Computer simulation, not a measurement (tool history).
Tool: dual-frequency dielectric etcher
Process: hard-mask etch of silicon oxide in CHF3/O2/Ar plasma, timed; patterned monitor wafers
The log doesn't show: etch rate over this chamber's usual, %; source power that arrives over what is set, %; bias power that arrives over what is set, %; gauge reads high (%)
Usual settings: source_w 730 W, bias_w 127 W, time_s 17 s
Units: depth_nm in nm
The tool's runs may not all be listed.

run,hour,source_w,bias_w,time_s,wafers since the last listed run,hours since the last wet clean,hours since the last source power generator calibration,hours since the last bias power generator calibration,hours since the last upper electrode change,hours since the gauge calibration,"read-back reference wafer on the same gauge, depth_nm",depth_nm
1,0,810,127,17,0,239.8,4305.5,4360.6,1949.7,27.7,26.79,33.48
2,75.9,810,127,17,1154,315.7,4381.4,4436.5,2025.6,103.6,26.79,33.84
3,164.2,730,127,18.5,1342,404,4469.7,4524.8,2113.9,191.9,26.85,35.67
4,249.4,730,127,18.5,1295,489.2,4554.9,4610,2199.1,277.1,26.91,36.1
# hour 300.9: wet clean of the chamber
5,350.7,730,148,17,1175,49.8,4656.2,4711.3,2300.4,378.4,27.05,34.19
6,388.3,730,148,17,571,87.4,4693.8,4748.9,2338,416,27.08,34.01
7,431.1,730,148,17,650,130.2,4736.6,4791.7,2380.8,458.8,27.13,33.89
8,505.4,730,127,17,1130,204.5,4810.9,4866,2455.1,533.1,27.24,33.13
# hour 559: gauge calibrated
# hour 566.2: upper electrode replaced
9,566.7,730,127,17,567,265.8,4872.2,4927.3,0.5,7.7,26.78,32.51
10,597.1,730,127,17,462,296.2,4902.6,4957.7,30.9,38.1,26.76,32.85
11,682.9,730,127,17,1304,382,4988.4,5043.5,116.7,123.9,26.78,32.66
12,733.7,800,101,17,772,432.8,5039.2,5094.3,167.5,174.7,26.83,32.21
# hour 756.5: source power generator calibrated
# hour 780.5: bias power generator calibrated
# hour 810.2: wet clean of the chamber
13,838.9,730,127,18.5,1113,28.7,82.4,58.4,272.7,279.9,26.9,35.91
14,925.2,660,112,17,1312,115,168.7,144.7,359,366.2,26.99,31.04
15,1029.1,730,150,13.5,1580,218.9,272.6,248.6,462.9,470.1,27.11,27.31
16,1074.9,560,154,17,696,264.7,318.4,294.4,508.7,515.9,27.27,31.93
# hour 1139.7: gauge calibrated
17,1182.7,670,127,20,1639,372.5,426.2,402.2,616.5,43,26.77,37.38
18,1271,730,100,17,1342,460.8,514.5,490.5,704.8,131.3,26.75,31.17

Forecast each of these 3 alternatives for the next run:
A,1271.4,860,127,17,6,461.2,514.9,490.9,705.2,131.7,?,?
B,1271.4,880,140,14,6,461.2,514.9,490.9,705.2,131.7,?,?
C,1271.4,790,99,21,6,461.2,514.9,490.9,705.2,131.7,?,?

run,"read-back reference wafer on the same gauge, depth_nm",depth_nm
A,26.81,34.5
B,26.81,29.21
C,26.81,39.52
Without the tool's hidden state the same runs would have given:
run,depth_nm
A,34.5
B,29.21
C,39.52
